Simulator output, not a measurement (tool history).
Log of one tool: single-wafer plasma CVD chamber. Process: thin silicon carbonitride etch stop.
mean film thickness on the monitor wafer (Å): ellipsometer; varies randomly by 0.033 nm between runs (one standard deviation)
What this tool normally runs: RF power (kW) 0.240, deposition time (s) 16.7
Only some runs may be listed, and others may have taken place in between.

run	hour	RF power (kW)	deposition time (s)	read-back reference wafer on the same gauge, thickness_nm	mean film thickness on the monitor wafer (Å)
1	0.0	0.275	16.7	9.149	99.62
2	27.5	0.240	15.5	9.144	88.05
3	41.3	0.230	16.7	9.150	92.73
4	145.1	0.230	16.7	9.146	92.75
5	178.6	0.240	16.7	9.146	94.44
# hour 190.7: thermocouple changed; heater temperature recalibrated
# hour 198.7: showerhead replaced
6	207.4	0.240	16.7	9.150	94.00
7	240.3	0.240	16.7	9.144	93.97
8	267.0	0.240	15.9	9.147	89.64
9	293.0	0.265	16.7	9.152	96.75
10	321.6	0.240	16.7	9.150	93.96
11	342.3	0.240	16.7	9.147	94.17
12	365.0	0.240	16.7	9.146	93.93
13	384.4	0.260	16.7	9.148	97.04
14	397.7	0.240	16.7	9.150	93.73
15	417.0	0.275	15.2	9.150	89.72
# hour 432.2: gauge calibrated
16	437.4	0.225	16.7	9.149	91.43
17	459.1	0.240	16.7	9.153	93.93
18	488.6	0.240	16.7	9.146	93.11
19	518.3	0.210	15.8	9.145	83.81
20	536.0	0.215	18.2	9.145	97.40
# hour 549.2: RF generator calibrated
21	567.2	0.205	14.1	9.154	76.19
22	602.2	0.240	16.7	9.151	96.26
23	622.8	0.275	17.7	9.160	106.77
24	654.3	0.215	13.7	9.150	75.57
25	685.0	0.240	14.4	9.159	82.52
26	697.7	0.270	14.9	9.152	89.43
27	715.6	0.205	18.1	9.148	97.59
28	739.8	0.240	16.7	9.146	95.60
29	760.6	0.240	18.2	9.153	104.16
30	788.3	0.220	19.6	9.144	109.22
31	809.0	0.240	16.7	9.152	96.37
32	897.0	0.240	16.7	9.147	96.14
33	930.3	0.285	19.7	9.144	120.73
34	960.3	0.225	15.4	9.154	86.53
35	988.6	0.280	16.7	9.153	101.55
36	1005.4	0.260	18.9	9.147	111.34

4 options for the next run, each taken on its own from the tool as it stands now. Forecast them:
A	1005.8	0.240	18.3	?	?
B	1005.8	0.275	14.3	?	?
C	1005.8	0.255	18.8	?	?
D	1005.8	0.240	19.0	?	?

run	read-back reference wafer on the same gauge, thickness_nm	mean film thickness on the monitor wafer (Å)
A	9.147	105.04
B	9.147	86.33
C	9.147	110.39
D	9.147	109.06
Stripped of hidden state, with their random variation kept, the same runs would have yielded:
run	mean film thickness on the monitor wafer (Å)
A	105.25
B	86.50
C	110.61
D	109.27
